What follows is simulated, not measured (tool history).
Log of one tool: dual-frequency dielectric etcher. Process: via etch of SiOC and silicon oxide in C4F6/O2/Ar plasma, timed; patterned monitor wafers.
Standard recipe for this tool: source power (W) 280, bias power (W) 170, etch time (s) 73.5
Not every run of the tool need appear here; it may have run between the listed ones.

run     day  source power (W)  bias power (W)  etch time (s)  read-back reference wafer on the same gauge, depth_nm  mean etch depth across the wafer (Å)
  1   0.000               250             170           82.0                                                   62.9                                   699
  2   3.717               250             170           82.0                                                   62.8                                   701
  3   6.758               310             159           73.5                                                   62.8                                   663
  4   9.650               310             159           73.5                                                   62.8                                   662
  5  11.658               310             159           73.5                                                   62.8                                   667
     13.342  -- wet clean of the chamber
  6  15.658               230             170           73.5                                                   62.8                                   611
     18.225  -- source power generator calibrated
  7  18.246               230             170           73.5                                                   62.8                                   608
  8  19.912               260             170           73.5                                                   62.8                                   639
     22.121  -- bias power generator calibrated
  9  22.142               280             170           73.5                                                   62.8                                   653
 10  25.996               280             170           73.5                                                   62.8                                   651
 11  27.979               280             170           73.5                                                   62.8                                   654
 12  31.917               280             170           73.5                                                   62.8                                   651
     33.642  -- wet clean of the chamber
 13  34.208               280             170           73.5                                                   62.8                                   650
 14  36.521               280             170           73.5                                                   62.7                                   649
 15  39.358               300             200           73.5                                                   62.8                                   697
 16  43.067               260             200           94.5                                                   62.8                                   847
 17  45.908               210             206           55.0                                                   62.8                                   461
     46.738  -- gauge calibrated
 18  49.467               250             170           82.0                                                   62.8                                   694
 19  53.362               220             149           53.0                                                   62.8                                   416
 20  54.879               280             170           62.0                                                   62.8                                   550
     57.796  -- wet clean of the chamber
     57.900  -- upper electrode replaced
 21  57.921               280             170           73.5                                                   62.8                                   650
 22  61.171               220             152           73.5                                                   62.8                                   585
 23  64.525               280             201           82.5                                                   62.8                                   764
 24  68.479               260             129           73.5                                                   62.8                                   598
 25  71.358               330             133           86.5                                                   62.8                                   770
 26  75.400               280             170           89.0                                                   62.8                                   787
 27  77.475               340             159           86.5                                                   62.8                                   811
     80.079  -- wet clean of the chamber
 28  80.100               330             159           91.0                                                   62.8                                   844
 29  81.658               260             170           52.5                                                   62.8                                   453

Forecast run 30:
 30  84.812               280             156           73.5                                                      ?                                     ?

Run 30 yielded read-back reference wafer on the same gauge, depth_nm 62.8, mean etch depth across the wafer (Å) 641.
If the tool had no hidden condition, the same run with the same run-to-run variation would have returned mean etch depth across the wafer (Å) 641.
